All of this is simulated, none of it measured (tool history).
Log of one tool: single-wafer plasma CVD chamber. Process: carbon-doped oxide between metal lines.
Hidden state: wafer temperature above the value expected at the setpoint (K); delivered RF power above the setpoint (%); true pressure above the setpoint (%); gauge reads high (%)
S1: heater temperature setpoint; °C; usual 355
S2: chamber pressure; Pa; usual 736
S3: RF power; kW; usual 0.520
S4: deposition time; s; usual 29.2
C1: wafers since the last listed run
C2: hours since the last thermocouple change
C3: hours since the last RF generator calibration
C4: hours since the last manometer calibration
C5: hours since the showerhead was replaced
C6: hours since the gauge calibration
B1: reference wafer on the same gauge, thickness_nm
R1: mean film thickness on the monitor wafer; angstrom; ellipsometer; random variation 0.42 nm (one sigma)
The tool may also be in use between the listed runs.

| run | hour | S1 | S2 | S3 | S4 | C1 | C2 | C3 | C4 | C5 | C6 | B1 | R1 |
|---|---|---|---|---|---|---|---|---|---|---|---|---|---|
| 1 | 0.0 | 355 | 736 | 0.520 | 29.2 | 0 | 1704.9 | 391.7 | 1222.0 | 5809.8 | 1350.0 | 170.087 | 1601.33 |
| 2 | 43.2 | 355 | 736 | 0.520 | 29.2 | 648 | 1748.1 | 434.9 | 1265.2 | 5853.0 | 1393.2 | 170.159 | 1603.74 |
| 3 | 358.0 | 355 | 736 | 0.520 | 29.2 | 4726 | 2062.9 | 749.7 | 1580.0 | 6167.8 | 1708.0 | 169.848 | 1592.51 |
| 4 | 394.9 | 355 | 736 | 0.520 | 29.2 | 554 | 2099.8 | 786.6 | 1616.9 | 6204.7 | 1744.9 | 169.987 | 1587.89 |
|  | 468.4 | gauge calibrated |
| 5 | 490.8 | 355 | 736 | 0.520 | 29.2 | 1439 | 2195.7 | 882.5 | 1712.8 | 6300.6 | 22.4 | 169.875 | 1583.82 |
| 6 | 564.1 | 355 | 736 | 0.500 | 29.2 | 1100 | 2269.0 | 955.8 | 1786.1 | 6373.9 | 95.7 | 170.127 | 1534.07 |
| 7 | 662.6 | 355 | 736 | 0.500 | 29.2 | 1478 | 2367.5 | 1054.3 | 1884.6 | 6472.4 | 194.2 | 170.149 | 1539.88 |
|  | 742.0 | capacitance manometer re-zeroed and calibrated |
| 8 | 742.5 | 355 | 736 | 0.500 | 29.2 | 1079 | 2447.4 | 1134.2 | 0.5 | 6552.3 | 274.1 | 170.119 | 1531.86 |
|  | 946.9 | RF generator calibrated |
|  | 1056.2 | showerhead replaced |
| 9 | 1056.7 | 355 | 736 | 0.520 | 23.7 | 4477 | 2761.6 | 109.8 | 314.7 | 0.5 | 588.3 | 170.046 | 1324.49 |
|  | 1139.8 | thermocouple changed; heater temperature recalibrated |
| 10 | 1143.7 | 355 | 736 | 0.520 | 29.2 | 1186 | 3.9 | 196.8 | 401.7 | 87.5 | 675.3 | 170.110 | 1617.59 |
| 11 | 1182.7 | 355 | 617 | 0.520 | 25.0 | 585 | 42.9 | 235.8 | 440.7 | 126.5 | 714.3 | 169.963 | 1358.08 |
| 12 | 1286.7 | 355 | 736 | 0.500 | 29.2 | 1561 | 146.9 | 339.8 | 544.7 | 230.5 | 818.3 | 170.027 | 1575.80 |
| 13 | 1375.7 | 355 | 575 | 0.520 | 27.1 | 1336 | 235.9 | 428.8 | 633.7 | 319.5 | 907.3 | 169.812 | 1447.49 |
| 14 | 1433.6 | 349 | 683 | 0.520 | 25.3 | 869 | 293.8 | 486.7 | 691.6 | 377.4 | 965.2 | 169.973 | 1404.64 |
| 15 | 1483.9 | 355 | 568 | 0.520 | 29.2 | 755 | 344.1 | 537.0 | 741.9 | 427.7 | 1015.5 | 170.025 | 1552.81 |
| 16 | 1520.5 | 340 | 736 | 0.490 | 25.7 | 549 | 380.7 | 573.6 | 778.5 | 464.3 | 1052.1 | 170.041 | 1416.52 |

What the log doesn't show, run by run:
wafer temperature above the value expected at the setpoint (K): 0 in every run
true pressure above the setpoint (%): 0 in every run
gauge reads high (%): 0 in every run
H1: delivered RF power above the setpoint (%)
| run | H1 |
|---|---|
| 1 | -2.28 |
| 2 | -2.45 |
| 3 | -3.71 |
| 4 | -3.85 |
| 5 | -4.23 |
| 6 | -4.52 |
| 7 | -4.92 |
| 8 | -5.23 |
| 9 | -0.494 |
| 10 | -0.84 |
| 11 | -0.995 |
| 12 | -1.41 |
| 13 | -1.76 |
| 14 | -1.99 |
| 15 | -2.19 |
| 16 | -2.34 |

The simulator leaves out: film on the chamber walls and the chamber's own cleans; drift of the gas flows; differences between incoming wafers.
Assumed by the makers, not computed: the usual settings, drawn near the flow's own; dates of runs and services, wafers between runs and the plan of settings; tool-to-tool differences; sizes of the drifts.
